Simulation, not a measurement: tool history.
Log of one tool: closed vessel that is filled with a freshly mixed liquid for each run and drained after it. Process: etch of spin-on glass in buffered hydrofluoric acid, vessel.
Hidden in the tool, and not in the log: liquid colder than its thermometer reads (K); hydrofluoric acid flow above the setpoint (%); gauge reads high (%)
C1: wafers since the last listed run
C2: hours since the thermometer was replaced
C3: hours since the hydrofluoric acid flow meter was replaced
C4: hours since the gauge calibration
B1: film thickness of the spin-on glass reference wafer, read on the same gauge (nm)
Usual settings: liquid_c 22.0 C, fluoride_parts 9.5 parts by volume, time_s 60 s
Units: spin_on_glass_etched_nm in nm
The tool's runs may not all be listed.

{"run": 1, "hour": 0.0, "liquid_c": 22.0, "fluoride_parts": 9.5, "time_s": 60, "C1": 0, "C2": 526.1, "C3": 655.5, "C4": 707.5, "B1": 49.97, "spin_on_glass_etched_nm": 226.67}
{"run": 2, "hour": 68.3, "liquid_c": 22.0, "fluoride_parts": 9.5, "time_s": 60, "C1": 6001, "C2": 594.4, "C3": 723.8, "C4": 775.8, "B1": 50.03, "spin_on_glass_etched_nm": 228.47}
{"run": 3, "hour": 136.1, "liquid_c": 22.0, "fluoride_parts": 9.5, "time_s": 60, "C1": 5957, "C2": 662.2, "C3": 791.6, "C4": 843.6, "B1": 50.01, "spin_on_glass_etched_nm": 232.62}
{"run": 4, "hour": 183.6, "liquid_c": 22.0, "fluoride_parts": 9.5, "time_s": 60, "C1": 4173, "C2": 709.7, "C3": 839.1, "C4": 891.1, "B1": 49.99, "spin_on_glass_etched_nm": 232.87}
{"run": 5, "hour": 227.9, "liquid_c": 22.0, "fluoride_parts": 9.5, "time_s": 60, "C1": 3892, "C2": 754.0, "C3": 883.4, "C4": 935.4, "B1": 50.04, "spin_on_glass_etched_nm": 236.78}
{"run": 6, "hour": 281.5, "liquid_c": 22.0, "fluoride_parts": 8.5, "time_s": 60, "C1": 4709, "C2": 807.6, "C3": 937.0, "C4": 989.0, "B1": 50.01, "spin_on_glass_etched_nm": 263.74}
{"run": 7, "hour": 352.7, "liquid_c": 22.0, "fluoride_parts": 9.5, "time_s": 60, "C1": 6256, "C2": 878.8, "C3": 1008.2, "C4": 1060.2, "B1": 50.01, "spin_on_glass_etched_nm": 234.41}
{"run": 8, "hour": 389.1, "liquid_c": 22.0, "fluoride_parts": 9.5, "time_s": 60, "C1": 3198, "C2": 915.2, "C3": 1044.6, "C4": 1096.6, "B1": 49.97, "spin_on_glass_etched_nm": 233.9}
{"run": 9, "hour": 458.1, "liquid_c": 22.0, "fluoride_parts": 9.5, "time_s": 60, "C1": 6062, "C2": 984.2, "C3": 1113.6, "C4": 1165.6, "B1": 50.0, "spin_on_glass_etched_nm": 236.24}
{"run": 10, "hour": 510.3, "liquid_c": 22.0, "fluoride_parts": 9.5, "time_s": 60, "C1": 4586, "C2": 1036.4, "C3": 1165.8, "C4": 1217.8, "B1": 50.0, "spin_on_glass_etched_nm": 237.39}
{"run": 11, "hour": 612.0, "liquid_c": 22.0, "fluoride_parts": 7.5, "time_s": 60, "C1": 8936, "C2": 1138.1, "C3": 1267.5, "C4": 1319.5, "B1": 49.99, "spin_on_glass_etched_nm": 306.89}
{"run": 12, "hour": 663.6, "liquid_c": 22.0, "fluoride_parts": 7.0, "time_s": 60, "C1": 4533, "C2": 1189.7, "C3": 1319.1, "C4": 1371.1, "B1": 49.98, "spin_on_glass_etched_nm": 327.32}
{"hour": 676.5, "done": "hydrofluoric acid flow meter replaced"}
{"run": 13, "hour": 732.2, "liquid_c": 22.0, "fluoride_parts": 9.5, "time_s": 60, "C1": 5939, "C2": 1258.3, "C3": 55.7, "C4": 1439.7, "B1": 50.01, "spin_on_glass_etched_nm": 222.42}
{"hour": 799.1, "done": "thermometer replaced"}
{"run": 14, "hour": 825.7, "liquid_c": 26.0, "fluoride_parts": 9.5, "time_s": 60, "C1": 8127, "C2": 26.6, "C3": 149.2, "C4": 1533.2, "B1": 50.01, "spin_on_glass_etched_nm": 271.8}
{"hour": 850.2, "done": "gauge calibrated"}
{"run": 15, "hour": 914.2, "liquid_c": 23.5, "fluoride_parts": 7.0, "time_s": 60, "C1": 7776, "C2": 115.1, "C3": 237.7, "C4": 64.0, "B1": 49.96, "spin_on_glass_etched_nm": 330.83}
{"run": 16, "hour": 991.5, "liquid_c": 22.0, "fluoride_parts": 9.5, "time_s": 60, "C1": 6792, "C2": 192.4, "C3": 315.0, "C4": 141.3, "B1": 50.05, "spin_on_glass_etched_nm": 223.85}
{"run": 17, "hour": 1076.4, "liquid_c": 26.0, "fluoride_parts": 13.0, "time_s": 40, "C1": 7459, "C2": 277.3, "C3": 399.9, "C4": 226.2, "B1": 49.95, "spin_on_glass_etched_nm": 144.36}
{"run": 18, "hour": 1176.8, "liquid_c": 22.0, "fluoride_parts": 9.5, "time_s": 30, "C1": 8821, "C2": 377.7, "C3": 500.3, "C4": 326.6, "B1": 49.97, "spin_on_glass_etched_nm": 114.64}
{"run": 19, "hour": 1247.7, "liquid_c": 27.0, "fluoride_parts": 9.5, "time_s": 60, "C1": 6229, "C2": 448.6, "C3": 571.2, "C4": 397.5, "B1": 49.97, "spin_on_glass_etched_nm": 297.39}
{"run": 20, "hour": 1568.2, "liquid_c": 26.5, "fluoride_parts": 9.5, "time_s": 60, "C1": 28161, "C2": 769.1, "C3": 891.7, "C4": 718.0, "B1": 49.99, "spin_on_glass_etched_nm": 301.65}
{"run": 21, "hour": 1611.2, "liquid_c": 22.0, "fluoride_parts": 9.5, "time_s": 60, "C1": 3778, "C2": 812.1, "C3": 934.7, "C4": 761.0, "B1": 50.03, "spin_on_glass_etched_nm": 234.54}
{"run": 22, "hour": 1698.6, "liquid_c": 22.0, "fluoride_parts": 9.5, "time_s": 60, "C1": 7679, "C2": 899.5, "C3": 1022.1, "C4": 848.4, "B1": 50.01, "spin_on_glass_etched_nm": 242.38}

Hidden state or all else? Some run-to-run changes of spin_on_glass_etched_nm, split into what the settings, what came in and random variation would give without the hidden state, and what is left for the hidden state (with any gauge scatter that isn't in both results):
Run 10 -> 11: fluoride_parts 9.5 -> 7.5. spin_on_glass_etched_nm +69.50 nm: hidden state +12.32, all else +57.18.
Run 12 -> 13: fluoride_parts 7.0 -> 9.5, hydrofluoric acid flow meter replaced. spin_on_glass_etched_nm -104.90 nm: hidden state -27.07, all else -77.83.
Run 15 -> 16: liquid_c 23.5 -> 22.0, fluoride_parts 7.0 -> 9.5. spin_on_glass_etched_nm -106.98 nm: hidden state -4.73, all else -102.25.
Run 18 -> 19: liquid_c 22.0 -> 27.0, time_s 30 -> 60. spin_on_glass_etched_nm +182.75 nm: hidden state +8.86, all else +173.89.
